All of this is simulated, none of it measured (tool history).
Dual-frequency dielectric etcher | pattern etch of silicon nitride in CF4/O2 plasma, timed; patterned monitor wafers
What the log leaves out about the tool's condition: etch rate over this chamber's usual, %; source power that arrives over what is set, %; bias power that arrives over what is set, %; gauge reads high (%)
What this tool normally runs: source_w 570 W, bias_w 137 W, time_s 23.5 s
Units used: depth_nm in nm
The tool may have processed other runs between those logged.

run,hour,source_w,bias_w,time_s,wafers since the last listed run,hours since the last wet clean,hours since the last source power generator calibration,hours since the last bias power generator calibration,hours since the last upper electrode change,hours since the gauge calibration,"read-back reference wafer on the same gauge, depth_nm",depth_nm
1,0.0,630,147,23.5,0,124.7,2710.0,1998.2,5062.2,2175.4,37.39,49.15
2,90.6,570,137,28.5,1965,215.3,2800.6,2088.8,5152.8,2266.0,37.44,54.20
3,174.7,570,117,23.5,1824,299.4,2884.7,2172.9,5236.9,2350.1,37.45,42.40
4,267.3,570,137,23.5,2008,392.0,2977.3,2265.5,5329.5,2442.7,37.40,44.25
# hour 382.1: wet clean of the chamber
5,382.6,570,137,23.5,1980,0.5,3092.6,2380.8,5444.8,2558.0,37.37,44.32
6,400.8,570,137,23.5,394,18.7,3110.8,2399.0,5463.0,2576.2,37.40,44.08
7,492.4,570,137,23.5,1986,110.3,3202.4,2490.6,5554.6,2667.8,37.40,43.87
8,556.5,570,137,23.5,1390,174.4,3266.5,2554.7,5618.7,2731.9,37.44,44.42
9,605.8,570,137,23.5,1069,223.7,3315.8,2604.0,5668.0,2781.2,37.37,44.42
10,687.1,570,159,26.5,1763,305.0,3397.1,2685.3,5749.3,2862.5,37.42,52.40
# hour 738.8: gauge calibrated
11,744.0,570,159,26.5,1234,361.9,3454.0,2742.2,5806.2,5.2,37.37,52.39
# hour 769.7: upper electrode replaced
# hour 772.1: bias power generator calibrated
12,833.0,530,112,27.0,1359,450.9,3543.0,60.9,63.3,94.2,37.41,46.13
13,874.8,530,158,23.5,906,492.7,3584.8,102.7,105.1,136.0,37.39,44.48
# hour 983.4: wet clean of the chamber
14,983.9,440,162,21.5,1845,0.5,3693.9,211.8,214.2,245.1,37.42,34.80
15,1119.7,570,137,18.0,2945,136.3,3829.7,347.6,350.0,380.9,37.39,34.42
16,1227.0,570,137,23.5,2327,243.6,3937.0,454.9,457.3,488.2,37.41,45.15
17,1328.3,470,137,27.0,2197,344.9,4038.3,556.2,558.6,589.5,37.40,44.59
18,1422.6,520,123,27.0,2045,439.2,4132.6,650.5,652.9,683.8,37.37,47.14
19,1517.5,510,122,21.5,2058,534.1,4227.5,745.4,747.8,778.7,37.38,36.53
# hour 1604.7: wet clean of the chamber
20,1605.2,570,137,27.0,1381,0.5,4315.2,833.1,835.5,866.4,37.44,51.58
21,1683.7,450,137,20.0,1702,79.0,4393.7,911.6,914.0,944.9,37.37,31.79
# hour 1718.1: source power generator calibrated
22,1773.2,570,137,23.5,1854,168.5,55.1,1001.1,1003.5,1034.4,37.39,43.35
23,1829.2,570,137,27.5,1214,224.5,111.1,1057.1,1059.5,1090.4,37.38,51.01
24,1914.4,440,162,21.5,1848,309.7,196.3,1142.3,1144.7,1175.6,37.41,34.03
25,1996.3,520,165,30.5,1776,391.6,278.2,1224.2,1226.6,1257.5,37.35,55.62
26,2053.1,430,150,28.0,1232,448.4,335.0,1281.0,1283.4,1314.3,37.40,42.48
# hour 2115.9: wet clean of the chamber
27,2133.1,570,137,23.5,1214,17.2,415.0,1361.0,1363.4,1394.3,37.34,43.60
28,2215.6,570,127,23.5,1789,99.7,497.5,1443.5,1445.9,1476.8,37.37,42.57
29,2311.1,450,137,17.0,2071,195.2,593.0,1539.0,1541.4,1572.3,37.37,26.11
30,2371.4,620,113,23.5,1308,255.5,653.3,1599.3,1601.7,1632.6,37.48,44.61

What differs in the tool's unlogged condition from the final listed run ahead of each entry between runs to the first listed run following it?
After run 4, before run 5: wet clean of the chamber (hour 382.1)
  source power that arrives over what is set, %: 1.92 -> 2.07
  the result without the hidden state subtracted from the measured one, depth_nm: +0.65 -> +0.71 nm
After run 10, before run 11: gauge calibrated (hour 738.8)
  source power that arrives over what is set, %: 2.48 -> 2.57
  the result without the hidden state subtracted from the measured one, depth_nm: +1.00 -> +1.03 nm
After run 11, before run 12: upper electrode replaced (hour 769.7); bias power generator calibrated (hour 772.1)
  source power that arrives over what is set, %: 2.57 -> 2.7
  the result without the hidden state subtracted from the measured one, depth_nm: +1.03 -> +0.96 nm
After run 13, before run 14: wet clean of the chamber (hour 983.4)
  source power that arrives over what is set, %: 2.76 -> 2.93
  the result without the hidden state subtracted from the measured one, depth_nm: +0.94 -> +0.78 nm
After run 19, before run 20: wet clean of the chamber (hour 1604.7)
  source power that arrives over what is set, %: 3.82 -> 3.98
  the result without the hidden state subtracted from the measured one, depth_nm: +1.06 -> +1.56 nm
After run 21, before run 22: source power generator calibrated (hour 1718.1)
  source power that arrives over what is set, %: 4.12 -> -0.633
  the result without the hidden state subtracted from the measured one, depth_nm: +0.99 -> -0.22 nm
After run 26, before run 27: wet clean of the chamber (hour 2115.9)
  source power that arrives over what is set, %: -0.61 -> -0.598
  the result without the hidden state subtracted from the measured one, depth_nm: -0.20 -> -0.20 nm
